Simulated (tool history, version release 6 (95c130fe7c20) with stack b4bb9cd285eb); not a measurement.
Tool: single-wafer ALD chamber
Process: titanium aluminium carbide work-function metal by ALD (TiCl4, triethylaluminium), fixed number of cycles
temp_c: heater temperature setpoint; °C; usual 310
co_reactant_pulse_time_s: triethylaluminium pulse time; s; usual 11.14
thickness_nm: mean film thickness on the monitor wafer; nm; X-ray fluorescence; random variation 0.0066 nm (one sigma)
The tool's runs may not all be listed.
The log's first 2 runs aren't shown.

run   hour  temp_c  co_reactant_pulse_time_s  wafers since the last listed run  hours since the last thermocouple change  hours since the last triethylaluminium bottle change  hours since the showerhead was replaced  hours since the gauge calibration  read-back reference wafer on the same gauge, thickness_nm  thickness_nm
      53.2  -- triethylaluminium bottle replaced
      69.9  -- showerhead replaced
  3   70.4     310                     11.14                               249                                    1324.8                                                  17.2                                      0.5                              940.2                                                      1.950         2.176
  4   95.2     310                     11.14                               295                                    1349.6                                                  42.0                                     25.3                              965.0                                                      1.949         2.175
     117.1  -- thermocouple changed; heater temperature recalibrated
  5  121.9     306                     11.14                               222                                       4.8                                                  68.7                                     52.0                              991.7                                                      1.950         2.127
  6  147.9     310                     13.53                               309                                      30.8                                                  94.7                                     78.0                             1017.7                                                      1.949         2.195
  7  176.5     310                     11.14                               340                                      59.4                                                 123.3                                    106.6                             1046.3                                                      1.949         2.160
  8  197.2     310                     11.14                               246                                      80.1                                                 144.0                                    127.3                             1067.0                                                      1.950         2.149
  9  219.9     310                     11.14                               270                                     102.8                                                 166.7                                    150.0                             1089.7                                                      1.949         2.146
 10  239.3     310                     12.88                               231                                     122.2                                                 186.1                                    169.4                             1109.1                                                      1.950         2.181
 11  252.6     310                     11.14                               158                                     135.5                                                 199.4                                    182.7                             1122.4                                                      1.950         2.129
 12  271.9     303                     14.34                               230                                     154.8                                                 218.7                                    202.0                             1141.7                                                      1.950         2.138
 13  292.3     310                      9.93                               243                                     175.2                                                 239.1                                    222.4                             1162.1                                                      1.949         2.108
 14  314.0     310                     11.14                               258                                     196.9                                                 260.8                                    244.1                             1183.8                                                      1.949         2.137
 15  343.5     310                     11.14                               351                                     226.4                                                 290.3                                    273.6                             1213.3                                                      1.950         2.139
 16  373.2     306                      8.51                               353                                     256.1                                                 320.0                                    303.3                             1243.0                                                      1.950         1.993
 17  390.9     317                      8.69                               210                                     273.8                                                 337.7                                    321.0                             1260.7                                                      1.950         2.082
 18  422.1     298                      7.75                               371                                     305.0                                                 368.9                                    352.2                             1291.9                                                      1.950         1.880
     429.2  -- gauge calibrated
 19  457.1     310                     11.14                               417                                     340.0                                                 403.9                                    387.2                               27.9                                                      1.951         2.125

The next listed run, before its measurement:
 20  477.7     315                     14.47                               245                                     360.6                                                 424.5                                    407.8                               48.5                                                          ?             ?

{"run 20": {"read-back reference wafer on the same gauge, thickness_nm": 1.949, "thickness_nm": 2.214}}
Without the tool's hidden state the same run would have given thickness_nm 2.247 nm.

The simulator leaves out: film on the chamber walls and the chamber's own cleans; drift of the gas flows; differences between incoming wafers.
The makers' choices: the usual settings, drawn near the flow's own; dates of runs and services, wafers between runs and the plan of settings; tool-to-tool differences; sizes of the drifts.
